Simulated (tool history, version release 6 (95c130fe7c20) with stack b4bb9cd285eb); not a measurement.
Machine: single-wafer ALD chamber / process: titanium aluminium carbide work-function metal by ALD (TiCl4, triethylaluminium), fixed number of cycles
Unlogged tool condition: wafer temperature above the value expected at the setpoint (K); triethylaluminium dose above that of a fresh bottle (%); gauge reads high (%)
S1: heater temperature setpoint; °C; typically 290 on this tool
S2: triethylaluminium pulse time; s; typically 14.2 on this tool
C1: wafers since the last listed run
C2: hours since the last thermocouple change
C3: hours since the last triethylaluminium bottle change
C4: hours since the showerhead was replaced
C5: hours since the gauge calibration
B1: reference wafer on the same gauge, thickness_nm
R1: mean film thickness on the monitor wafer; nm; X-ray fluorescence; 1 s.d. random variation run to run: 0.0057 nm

run 1 hour=0 | S1=290 S2=14.2 | C1=0 C2=757 C3=132.7 C4=5510.4 C5=1417.9 | B1=2.011 | R1=1.913
run 2 hour=182 | S1=290 S2=14.2 | C1=2553 C2=939 C3=314.7 C4=5692.4 C5=1599.9 | B1=2.01 | R1=1.918
run 3 hour=370.9 | S1=290 S2=12.19 | C1=2650 C2=1127.9 C3=503.6 C4=5881.3 C5=1788.8 | B1=2.009 | R1=1.9
run 4 hour=417.9 | S1=290 S2=12.19 | C1=659 C2=1174.9 C3=550.6 C4=5928.3 C5=1835.8 | B1=2.011 | R1=1.906
run 5 hour=442.5 | S1=290 S2=12.19 | C1=345 C2=1199.5 C3=575.2 C4=5952.9 C5=1860.4 | B1=2.009 | R1=1.903
run 6 hour=494.1 | S1=290 S2=14.2 | C1=723 C2=1251.1 C3=626.8 C4=6004.5 C5=1912 | B1=2.011 | R1=1.924
run 7 hour=529.8 | S1=290 S2=14.2 | C1=500 C2=1286.8 C3=662.5 C4=6040.2 C5=1947.7 | B1=2.009 | R1=1.928
run 8 hour=585.4 | S1=281 S2=14.2 | C1=780 C2=1342.4 C3=718.1 C4=6095.8 C5=2003.3 | B1=2.011 | R1=1.841
run 9 hour=613.1 | S1=281 S2=14.2 | C1=388 C2=1370.1 C3=745.8 C4=6123.5 C5=2031 | B1=2.008 | R1=1.841
-- hour=809.7 thermocouple changed; heater temperature recalibrated
run 10 hour=819 | S1=281 S2=14.2 | C1=2776 C2=9.3 C3=951.7 C4=6329.4 C5=2236.9 | B1=2.01 | R1=1.78
run 11 hour=869.9 | S1=296 S2=14.2 | C1=714 C2=60.2 C3=1002.6 C4=6380.3 C5=2287.8 | B1=2.01 | R1=1.947
-- hour=881.4 gauge calibrated
run 12 hour=929.3 | S1=290 S2=14.2 | C1=833 C2=119.6 C3=1062 C4=6439.7 C5=47.9 | B1=2.009 | R1=1.884
run 13 hour=995.6 | S1=290 S2=14.2 | C1=930 C2=185.9 C3=1128.3 C4=6506 C5=114.2 | B1=2.01 | R1=1.894
run 14 hour=1030.8 | S1=290 S2=14.2 | C1=493 C2=221.1 C3=1163.5 C4=6541.2 C5=149.4 | B1=2.01 | R1=1.9
run 15 hour=1077.1 | S1=290 S2=14.2 | C1=649 C2=267.4 C3=1209.8 C4=6587.5 C5=195.7 | B1=2.01 | R1=1.902
-- hour=1089.4 showerhead replaced
run 16 hour=1137.4 | S1=290 S2=14.2 | C1=733 C2=327.7 C3=1270.1 C4=48 C5=256 | B1=2.009 | R1=1.897
run 17 hour=1182.2 | S1=297 S2=14.2 | C1=628 C2=372.5 C3=1314.9 C4=92.8 C5=300.8 | B1=2.008 | R1=1.972
-- hour=1192.6 triethylaluminium bottle replaced
run 18 hour=1240.9 | S1=290 S2=14.2 | C1=711 C2=431.2 C3=48.3 C4=151.5 C5=359.5 | B1=2.011 | R1=1.907
run 19 hour=1285.6 | S1=283 S2=19.53 | C1=627 C2=475.9 C3=93 C4=196.2 C5=404.2 | B1=2.011 | R1=1.855
run 20 hour=1333.5 | S1=275 S2=18.69 | C1=671 C2=523.8 C3=140.9 C4=244.1 C5=452.1 | B1=2.009 | R1=1.784
run 21 hour=1360.4 | S1=275 S2=11.45 | C1=377 C2=550.7 C3=167.8 C4=271 C5=479 | B1=2.01 | R1=1.739
run 22 hour=1421.7 | S1=277 S2=8.55 | C1=859 C2=612 C3=229.1 C4=332.3 C5=540.3 | B1=2.011 | R1=1.68
run 23 hour=1481.6 | S1=290 S2=12.19 | C1=840 C2=671.9 C3=289 C4=392.2 C5=600.2 | B1=2.01 | R1=1.889
run 24 hour=1521.1 | S1=290 S2=14.2 | C1=554 C2=711.4 C3=328.5 C4=431.7 C5=639.7 | B1=2.01 | R1=1.927
run 25 hour=1557.6 | S1=301 S2=12.53 | C1=512 C2=747.9 C3=365 C4=468.2 C5=676.2 | B1=2.009 | R1=2.017
run 26 hour=1628 | S1=300 S2=10.78 | C1=987 C2=818.3 C3=435.4 C4=538.6 C5=746.6 | B1=2.009 | R1=1.983
run 27 hour=1692.9 | S1=294 S2=18.57 | C1=910 C2=883.2 C3=500.3 C4=603.5 C5=811.5 | B1=2.007 | R1=1.97
run 28 hour=1724.6 | S1=279 S2=11.92 | C1=444 C2=914.9 C3=532 C4=635.2 C5=843.2 | B1=2.011 | R1=1.794
run 29 hour=1756.6 | S1=290 S2=14.2 | C1=448 C2=946.9 C3=564 C4=667.2 C5=875.2 | B1=2.01 | R1=1.915
run 30 hour=1819.6 | S1=290 S2=14.2 | C1=883 C2=1009.9 C3=627 C4=730.2 C5=938.2 | B1=2.011 | R1=1.926
run 31 hour=1848.2 | S1=284 S2=10.31 | C1=401 C2=1038.5 C3=655.6 C4=758.8 C5=966.8 | B1=2.01 | R1=1.812
run 32 hour=1876.6 | S1=279 S2=10.37 | C1=398 C2=1066.9 C3=684 C4=787.2 C5=995.2 | B1=2.011 | R1=1.777

5 options for the next run, each taken on its own from the tool as it stands now. Forecast them:
run A hour=1877 | S1=290 S2=14.2 | C1=5 C2=1067.3 C3=684.4 C4=787.6 C5=995.6 | B1=? | R1=?
run B hour=1877 | S1=300 S2=18.19 | C1=5 C2=1067.3 C3=684.4 C4=787.6 C5=995.6 | B1=? | R1=?
run C hour=1877 | S1=283 S2=17.08 | C1=5 C2=1067.3 C3=684.4 C4=787.6 C5=995.6 | B1=? | R1=?
run D hour=1877 | S1=284 S2=17.18 | C1=5 C2=1067.3 C3=684.4 C4=787.6 C5=995.6 | B1=? | R1=?
run E hour=1877 | S1=302 S2=14.2 | C1=5 C2=1067.3 C3=684.4 C4=787.6 C5=995.6 | B1=? | R1=?

run=A B1=2.013 R1=1.917
run=B B1=2.013 R1=2.026
run=C B1=2.013 R1=1.859
run=D B1=2.013 R1=1.869
run=E B1=2.013 R1=2.033
With the hidden condition removed and each run's random variation left untouched, the same runs would have given:
run=A R1=1.862
run=B R1=1.97
run=C R1=1.805
run=D R1=1.814
run=E R1=1.978
